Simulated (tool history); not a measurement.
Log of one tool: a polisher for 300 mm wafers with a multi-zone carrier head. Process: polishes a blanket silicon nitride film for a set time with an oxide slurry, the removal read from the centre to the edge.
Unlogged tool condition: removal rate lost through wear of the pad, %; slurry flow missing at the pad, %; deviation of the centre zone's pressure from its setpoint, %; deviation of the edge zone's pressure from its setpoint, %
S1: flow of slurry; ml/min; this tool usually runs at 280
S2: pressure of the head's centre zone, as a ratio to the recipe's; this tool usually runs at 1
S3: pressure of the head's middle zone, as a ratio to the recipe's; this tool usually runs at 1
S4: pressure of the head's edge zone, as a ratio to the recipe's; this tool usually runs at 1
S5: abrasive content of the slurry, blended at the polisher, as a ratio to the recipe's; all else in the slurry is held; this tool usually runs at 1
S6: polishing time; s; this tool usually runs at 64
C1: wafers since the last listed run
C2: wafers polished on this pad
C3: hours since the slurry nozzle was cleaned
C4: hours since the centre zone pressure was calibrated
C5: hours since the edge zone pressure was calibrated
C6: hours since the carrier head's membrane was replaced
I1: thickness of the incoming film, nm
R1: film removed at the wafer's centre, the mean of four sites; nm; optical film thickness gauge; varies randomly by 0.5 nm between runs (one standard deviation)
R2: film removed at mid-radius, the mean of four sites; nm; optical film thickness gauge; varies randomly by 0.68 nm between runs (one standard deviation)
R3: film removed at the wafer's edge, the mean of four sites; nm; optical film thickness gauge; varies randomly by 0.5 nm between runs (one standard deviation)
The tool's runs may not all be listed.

Run 1, day 0: usual settings; C1 0; C2 1045; C3 246.8; C4 580.3; C5 231.9; C6 808.4; I1 302.7. Result: R1 56 nm, R2 53.9 nm, R3 57.3 nm.
At day 1.512: slurry nozzle cleaned.
Run 2, day 1.846: usual settings but S2 0.93; C1 479; C2 1525; C3 8; C4 624.6; C5 276.2; C6 852.7; I1 298.3. Result: R1 55.3 nm, R2 58.4 nm, R3 61.3 nm.
Run 3, day 3.296: usual settings but S2 0.93; C1 385; C2 1911; C3 42.8; C4 659.4; C5 311; C6 887.5; I1 298. Result: R1 54.1 nm, R2 57.5 nm, R3 59.8 nm.
Run 4, day 6.042: usual settings but S2 0.93; C1 730; C2 2641; C3 108.7; C4 725.3; C5 376.9; C6 953.4; I1 305.7. Result: R1 52.7 nm, R2 56.3 nm, R3 59.7 nm.
At day 6.762: worn pad replaced by a new one.
Run 5, day 7.429: usual settings; C1 324; C2 177; C3 142; C4 758.6; C5 410.2; C6 986.7; I1 298.8. Result: R1 55.9 nm, R2 55.6 nm, R3 58.6 nm.
At day 8.946: edge zone pressure recalibrated.
Run 6, day 8.967: usual settings; C1 386; C2 564; C3 178.9; C4 795.5; C5 0.5; C6 1023.6; I1 299.8. Result: R1 56.1 nm, R2 56.1 nm, R3 58.7 nm.
Run 7, day 11.638: usual settings; C1 710; C2 1274; C3 243; C4 859.6; C5 64.6; C6 1087.7; I1 301.3. Result: R1 55 nm, R2 53.2 nm, R3 58.4 nm.
At day 13.479: centre zone pressure recalibrated.
Run 8, day 13.5: usual settings; C1 473; C2 1748; C3 287.7; C4 0.5; C5 109.3; C6 1132.4; I1 300.7. Result: R1 55.7 nm, R2 53.6 nm, R3 58.6 nm.
At day 13.783: slurry nozzle cleaned.
Run 9, day 15.167: usual settings but S4 0.9, S6 74 s; C1 432; C2 2180; C3 33.2; C4 40.5; C5 149.3; C6 1172.4; I1 300.8. Result: R1 68.7 nm, R2 67.2 nm, R3 66 nm.
Run 10, day 16.492: usual settings but S5 1.1; C1 352; C2 2532; C3 65; C4 72.3; C5 181.1; C6 1204.2; I1 295.2. Result: R1 61.4 nm, R2 61.6 nm, R3 63.3 nm.
At day 18.712: worn pad replaced by a new one.
Run 11, day 20.271: usual settings but S5 1.2, S6 58 s; C1 960; C2 414; C3 155.7; C4 163; C5 271.8; C6 1294.9; I1 304.2. Result: R1 57 nm, R2 57.7 nm, R3 59.4 nm.
Run 12, day 22.817: usual settings but S2 1.07, S3 1.1, S4 0.95, S5 1.25; C1 677; C2 1092; C3 216.8; C4 224.1; C5 332.9; C6 1356; I1 297. Result: R1 68.5 nm, R2 65.7 nm, R3 64.4 nm.
At day 24.525: carrier head's membrane replaced by a new one.
Run 13, day 24.654: usual settings but S5 1.2; C1 433; C2 1525; C3 260.9; C4 268.2; C5 377; C6 3.1; I1 300. Result: R1 61.4 nm, R2 60.7 nm, R3 65.4 nm.
Run 14, day 25.946: usual settings; C1 343; C2 1869; C3 291.9; C4 299.2; C5 408; C6 34.1; I1 295.3. Result: R1 55.6 nm, R2 55.4 nm, R3 58.7 nm.
At day 26.304: slurry nozzle cleaned.
Run 15, day 28.671: usual settings but S2 0.96, S4 0.95; C1 713; C2 2582; C3 56.8; C4 364.6; C5 473.4; C6 99.5; I1 305.2. Result: R1 55.4 nm, R2 57.8 nm, R3 59.1 nm.
At day 29.588: edge zone pressure recalibrated.
Run 16, day 29.979: usual settings but S2 1.03, S3 1.03, S5 1.15, S6 54 s; C1 325; C2 2908; C3 88.2; C4 396; C5 9.4; C6 130.9; I1 302.3. Result: R1 54.8 nm, R2 52 nm, R3 55 nm.
At day 30.717: worn pad replaced by a new one.
Run 17, day 31.917: usual settings; C1 471; C2 319; C3 134.7; C4 442.5; C5 55.9; C6 177.4; I1 305.1. Result: R1 57.4 nm, R2 56.2 nm, R3 58.9 nm.
Run 18, day 33.571: usual settings but S4 0.95, S5 1.2; C1 440; C2 759; C3 174.4; C4 482.2; C5 95.6; C6 217.1; I1 305.1. Result: R1 62.2 nm, R2 60.5 nm, R3 63.7 nm.

Run 19 has not been measured yet. What should we expect?
Run 19, day 34.967: usual settings but S3 0.9; C1 371; C2 1130; C3 207.9; C4 515.7; C5 129.1; C6 250.6; I1 302.7. Result: R1 ?, R2 ?, R3 ?.

R1: 55.6 nm
R2: 50.8 nm
R3: 58.8 nm
Had the tool carried no hidden state, the very same run would have given R1 59.8 nm, R2 54.3 nm, R3 61.7 nm.
